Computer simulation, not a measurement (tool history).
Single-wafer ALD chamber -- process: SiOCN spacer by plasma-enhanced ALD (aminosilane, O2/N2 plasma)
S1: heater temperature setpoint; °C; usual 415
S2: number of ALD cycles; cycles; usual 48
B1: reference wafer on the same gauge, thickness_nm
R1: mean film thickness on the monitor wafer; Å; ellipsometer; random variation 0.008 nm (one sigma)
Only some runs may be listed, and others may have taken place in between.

Run 1, hour 0: usual settings but S1 407 °C, S2 50 cycles; B1 3.361. Result: R1 33.64 Å.
Run 2, hour 82.1: usual settings but S1 407 °C, S2 50 cycles; B1 3.358. Result: R1 33.34 Å.
Run 3, hour 124.2: usual settings but S1 407 °C, S2 50 cycles; B1 3.359. Result: R1 33.64 Å.
Run 4, hour 169.1: usual settings but S2 46 cycles; B1 3.359. Result: R1 29.85 Å.
Run 5, hour 213.8: usual settings but S2 46 cycles; B1 3.36. Result: R1 29.94 Å.
At hour 233: thermocouple changed; heater temperature recalibrated.
Run 6, hour 257.3: usual settings but S2 46 cycles; B1 3.358. Result: R1 30.54 Å.
Run 7, hour 451.5: usual settings; B1 3.361. Result: R1 31.64 Å.
Run 8, hour 499.3: usual settings; B1 3.361. Result: R1 31.55 Å.
Run 9, hour 584.5: usual settings; B1 3.362. Result: R1 31.57 Å.
Run 10, hour 649: usual settings but S2 55 cycles; B1 3.359. Result: R1 36 Å.
Run 11, hour 749: usual settings but S2 55 cycles; B1 3.36. Result: R1 35.93 Å.
Run 12, hour 854: usual settings but S2 55 cycles; B1 3.359. Result: R1 35.99 Å.
Run 13, hour 908.5: usual settings; B1 3.359. Result: R1 31.39 Å.
Run 14, hour 961: usual settings; B1 3.358. Result: R1 31.49 Å.
Run 15, hour 1065: usual settings; B1 3.359. Result: R1 31.33 Å.
Run 16, hour 1245.2: usual settings; B1 3.359. Result: R1 31.21 Å.
Run 17, hour 1344.3: usual settings; B1 3.36. Result: R1 31.18 Å.
At hour 1400.7: gauge calibrated.
Run 18, hour 1444.3: usual settings but S1 405 °C, S2 57 cycles; B1 3.362. Result: R1 38.34 Å.
At hour 1455.4: thermocouple changed; heater temperature recalibrated.
Run 19, hour 1548.9: usual settings but S1 430 °C; B1 3.359. Result: R1 30.03 Å.
Run 20, hour 1650: usual settings but S1 406 °C; B1 3.36. Result: R1 32.74 Å.
Run 21, hour 1931.1: usual settings; B1 3.36. Result: R1 31.47 Å.
Run 22, hour 2010.8: usual settings but S1 423 °C, S2 51 cycles; B1 3.359. Result: R1 32.34 Å.
Run 23, hour 2111.2: usual settings but S1 410 °C; B1 3.358. Result: R1 31.91 Å.
Run 24, hour 2170.6: usual settings but S2 53 cycles; B1 3.36. Result: R1 34.65 Å.
Run 25, hour 2273.8: usual settings; B1 3.36. Result: R1 31.24 Å.
Run 26, hour 2370.8: usual settings but S1 421 °C, S2 56 cycles; B1 3.364. Result: R1 35.48 Å.
Run 27, hour 2424.8: usual settings but S1 421 °C, S2 39 cycles; B1 3.359. Result: R1 24.87 Å.
Run 28, hour 2517.2: usual settings but S2 44 cycles; B1 3.362. Result: R1 28.69 Å.
Run 29, hour 2555.2: usual settings but S1 407 °C; B1 3.359. Result: R1 31.91 Å.
At hour 2640: thermocouple changed; heater temperature recalibrated.
Run 30, hour 2640.5: usual settings but S1 422 °C, S2 52 cycles; B1 3.358. Result: R1 33.61 Å.
Run 31, hour 2725.8: usual settings but S1 408 °C, S2 41 cycles; B1 3.36. Result: R1 27.73 Å.
Run 32, hour 2763.3: usual settings but S2 39 cycles; B1 3.363. Result: R1 25.71 Å.
Run 33, hour 2803.1: usual settings but S2 46 cycles; B1 3.36. Result: R1 30.53 Å.

Below are 5 alternative next runs, each starting from the tool's condition after run 33. Predict each:
Run A, hour 2803.6: usual settings but S1 423 °C; B1 ?. Result: R1 ?.
Run B, hour 2803.6: usual settings but S1 424 °C; B1 ?. Result: R1 ?.
Run C, hour 2803.6: usual settings but S2 56 cycles; B1 ?. Result: R1 ?.
Run D, hour 2803.6: usual settings but S1 409 °C, S2 41 cycles; B1 ?. Result: R1 ?.
Run E, hour 2803.6: usual settings but S1 408 °C, S2 55 cycles; B1 ?. Result: R1 ?.

run    B1     R1
  A  3.36  30.65
  B  3.36  30.53
  C  3.36  36.81
  D  3.36  27.53
  E  3.36  37.06
With no hidden state in the tool, these same runs would have given:
run     R1
  A  30.73
  B  30.61
  C   36.9
  D   27.6
  E  37.15
